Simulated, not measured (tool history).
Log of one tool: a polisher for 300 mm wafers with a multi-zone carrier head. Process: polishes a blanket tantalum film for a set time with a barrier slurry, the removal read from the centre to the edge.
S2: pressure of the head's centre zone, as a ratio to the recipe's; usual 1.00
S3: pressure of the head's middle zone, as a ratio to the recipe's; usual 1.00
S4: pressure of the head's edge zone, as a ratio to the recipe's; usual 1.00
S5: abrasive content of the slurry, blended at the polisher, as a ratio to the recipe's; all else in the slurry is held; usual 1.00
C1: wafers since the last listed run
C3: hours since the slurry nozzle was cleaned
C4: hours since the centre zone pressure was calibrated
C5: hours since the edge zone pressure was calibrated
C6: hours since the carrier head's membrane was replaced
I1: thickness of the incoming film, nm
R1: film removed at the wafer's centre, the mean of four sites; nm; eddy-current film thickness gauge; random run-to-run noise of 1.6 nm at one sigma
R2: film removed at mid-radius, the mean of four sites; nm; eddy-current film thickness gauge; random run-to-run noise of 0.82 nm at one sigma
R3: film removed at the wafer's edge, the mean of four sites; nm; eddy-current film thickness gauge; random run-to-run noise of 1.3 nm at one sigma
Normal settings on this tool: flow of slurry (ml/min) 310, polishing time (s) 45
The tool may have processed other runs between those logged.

run 1 day=0.000 | flow_of_slurry_(ml/min)=310 S2=1.00 S3=0.92 S4=1.00 S5=1.00 polishing_time_(s)=45 | C1=0 wafers_polished_on_this_pad=414 C3=179.4 C4=795.0 C5=1444.4 C6=355.2 | I1=371.8 | R1=123.0 R2=100.9 R3=109.7
run 2 day=1.621 | flow_of_slurry_(ml/min)=375 S2=1.00 S3=1.00 S4=1.00 S5=1.00 polishing_time_(s)=58 | C1=365 wafers_polished_on_this_pad=779 C3=218.3 C4=833.9 C5=1483.3 C6=394.1 | I1=361.6 | R1=158.5 R2=139.9 R3=140.9
-- day=2.367 edge zone pressure recalibrated
-- day=3.242 centre zone pressure recalibrated
run 3 day=4.075 | flow_of_slurry_(ml/min)=210 S2=1.00 S3=1.00 S4=0.95 S5=1.00 polishing_time_(s)=40 | C1=516 wafers_polished_on_this_pad=1296 C3=277.2 C4=20.0 C5=41.0 C6=453.0 | I1=368.7 | R1=89.7 R2=92.0 R3=91.0
run 4 day=5.762 | flow_of_slurry_(ml/min)=310 S2=1.00 S3=1.00 S4=1.00 S5=1.00 polishing_time_(s)=45 | C1=380 wafers_polished_on_this_pad=1677 C3=317.7 C4=60.5 C5=81.5 C6=493.5 | I1=368.8 | R1=108.8 R2=108.2 R3=105.7
run 5 day=8.300 | flow_of_slurry_(ml/min)=310 S2=1.00 S3=1.00 S4=0.91 S5=1.00 polishing_time_(s)=34 | C1=572 wafers_polished_on_this_pad=2249 C3=378.6 C4=121.4 C5=142.4 C6=554.4 | I1=365.0 | R1=83.6 R2=81.6 R3=77.8
run 6 day=11.142 | flow_of_slurry_(ml/min)=310 S2=1.00 S3=1.00 S4=1.00 S5=1.00 polishing_time_(s)=45 | C1=641 wafers_polished_on_this_pad=2891 C3=446.8 C4=189.6 C5=210.6 C6=622.6 | I1=369.3 | R1=109.1 R2=106.3 R3=108.5
run 7 day=14.858 | flow_of_slurry_(ml/min)=210 S2=1.00 S3=1.00 S4=1.11 S5=1.00 polishing_time_(s)=60 | C1=838 wafers_polished_on_this_pad=3730 C3=536.0 C4=278.8 C5=299.8 C6=711.8 | I1=372.1 | R1=142.5 R2=137.6 R3=140.0
run 8 day=19.154 | flow_of_slurry_(ml/min)=310 S2=1.00 S3=0.90 S4=0.93 S5=1.00 polishing_time_(s)=45 | C1=969 wafers_polished_on_this_pad=4699 C3=639.1 C4=381.9 C5=402.9 C6=814.9 | I1=366.0 | R1=112.8 R2=98.5 R3=101.8
-- day=19.783 worn pad replaced by a new one
run 9 day=22.883 | flow_of_slurry_(ml/min)=310 S2=1.00 S3=0.90 S4=1.00 S5=1.00 polishing_time_(s)=45 | C1=804 wafers_polished_on_this_pad=699 C3=728.6 C4=471.4 C5=492.4 C6=904.4 | I1=375.8 | R1=114.6 R2=98.5 R3=106.0
run 10 day=25.400 | flow_of_slurry_(ml/min)=250 S2=1.12 S3=1.00 S4=0.95 S5=1.10 polishing_time_(s)=45 | C1=568 wafers_polished_on_this_pad=1267 C3=789.0 C4=531.8 C5=552.8 C6=964.8 | I1=374.4 | R1=128.6 R2=108.6 R3=104.8
run 11 day=27.629 | flow_of_slurry_(ml/min)=260 S2=1.00 S3=0.94 S4=1.00 S5=1.00 polishing_time_(s)=45 | C1=503 wafers_polished_on_this_pad=1771 C3=842.5 C4=585.3 C5=606.3 C6=1018.3 | I1=367.5 | R1=116.4 R2=100.6 R3=105.2
-- day=28.971 slurry nozzle cleaned
run 12 day=31.658 | flow_of_slurry_(ml/min)=310 S2=1.00 S3=1.00 S4=1.00 S5=1.00 polishing_time_(s)=45 | C1=900 wafers_polished_on_this_pad=2671 C3=64.5 C4=682.0 C5=703.0 C6=1115.0 | I1=369.1 | R1=118.9 R2=109.1 R3=105.7
run 13 day=35.392 | flow_of_slurry_(ml/min)=250 S2=1.00 S3=1.00 S4=1.00 S5=1.00 polishing_time_(s)=45 | C1=842 wafers_polished_on_this_pad=3513 C3=154.1 C4=771.6 C5=792.6 C6=1204.6 | I1=369.6 | R1=117.1 R2=104.6 R3=107.9
run 14 day=37.500 | flow_of_slurry_(ml/min)=310 S2=1.00 S3=1.00 S4=1.00 S5=1.20 polishing_time_(s)=45 | C1=475 wafers_polished_on_this_pad=3989 C3=204.7 C4=822.2 C5=843.2 C6=1255.2 | I1=372.1 | R1=126.7 R2=112.2 R3=113.1
-- day=39.238 centre zone pressure recalibrated
-- day=41.538 worn pad replaced by a new one
run 15 day=45.100 | flow_of_slurry_(ml/min)=310 S2=1.00 S3=1.00 S4=1.11 S5=1.00 polishing_time_(s)=31 | C1=1658 wafers_polished_on_this_pad=803 C3=387.1 C4=140.7 C5=1025.6 C6=1437.6 | I1=368.5 | R1=73.3 R2=74.7 R3=78.3
-- day=47.221 carrier head's membrane replaced by a new one
run 16 day=48.908 | flow_of_slurry_(ml/min)=200 S2=0.94 S3=0.92 S4=1.00 S5=1.00 polishing_time_(s)=53 | C1=812 wafers_polished_on_this_pad=1616 C3=478.5 C4=232.1 C5=1117.0 C6=40.5 | I1=369.0 | R1=116.0 R2=111.6 R3=119.9
run 17 day=52.979 | flow_of_slurry_(ml/min)=310 S2=0.89 S3=1.00 S4=1.00 S5=1.00 polishing_time_(s)=45 | C1=918 wafers_polished_on_this_pad=2535 C3=576.2 C4=329.8 C5=1214.7 C6=138.2 | I1=373.6 | R1=101.5 R2=107.8 R3=106.0
run 18 day=55.004 | flow_of_slurry_(ml/min)=310 S2=0.96 S3=1.00 S4=0.91 S5=1.00 polishing_time_(s)=45 | C1=457 wafers_polished_on_this_pad=2992 C3=624.8 C4=378.4 C5=1263.3 C6=186.8 | I1=377.4 | R1=109.4 R2=107.1 R3=103.4
-- day=58.892 edge zone pressure recalibrated
run 19 day=59.225 | flow_of_slurry_(ml/min)=250 S2=1.00 S3=1.00 S4=1.00 S5=1.00 polishing_time_(s)=45 | C1=933 wafers_polished_on_this_pad=3926 C3=726.1 C4=479.7 C5=8.0 C6=288.1 | I1=371.6 | R1=112.3 R2=104.5 R3=108.4
run 20 day=62.588 | flow_of_slurry_(ml/min)=310 S2=1.11 S3=1.00 S4=1.00 S5=0.85 polishing_time_(s)=45 | C1=758 wafers_polished_on_this_pad=4685 C3=806.8 C4=560.4 C5=88.7 C6=368.8 | I1=365.7 | R1=123.6 R2=104.2 R3=104.3

What differs in the tool's unlogged condition from the final listed run ahead of each entry between runs to the first listed run following it?
Runs 2 to 3: edge zone pressure recalibrated (day 2.367); centre zone pressure recalibrated (day 3.242)
  deviation of the centre zone's pressure from its setpoint, %: 12.8 -> 0.92
  what was measured, less what the result would be without the hidden state, R1: +18.1 -> +0.8 nm
Runs 8 to 9: worn pad replaced by a new one (day 19.783)
  deviation of the centre zone's pressure from its setpoint, %: 6.41 -> 7.77
  what was measured, less what the result would be without the hidden state, R1: +6.9 -> +8.3 nm
Runs 11 to 12: slurry nozzle cleaned (day 28.971)
  deviation of the centre zone's pressure from its setpoint, %: 9.5 -> 11
  what was measured, less what the result would be without the hidden state, R1: +10.1 -> +11.9 nm
Runs 14 to 15: centre zone pressure recalibrated (day 39.238); worn pad replaced by a new one (day 41.538)
  deviation of the centre zone's pressure from its setpoint, %: 13.1 -> 1.1
  what was measured, less what the result would be without the hidden state, R1: +14.8 -> +0.8 nm
Runs 15 to 16: carrier head's membrane replaced by a new one (day 47.221)
  deviation of the centre zone's pressure from its setpoint, %: 1.1 -> 2.49
  what was measured, less what the result would be without the hidden state, R1: +0.8 -> +2.8 nm
Runs 18 to 19: edge zone pressure recalibrated (day 58.892)
  deviation of the centre zone's pressure from its setpoint, %: 4.71 -> 6.25
  what was measured, less what the result would be without the hidden state, R1: +5.0 -> +6.7 nm

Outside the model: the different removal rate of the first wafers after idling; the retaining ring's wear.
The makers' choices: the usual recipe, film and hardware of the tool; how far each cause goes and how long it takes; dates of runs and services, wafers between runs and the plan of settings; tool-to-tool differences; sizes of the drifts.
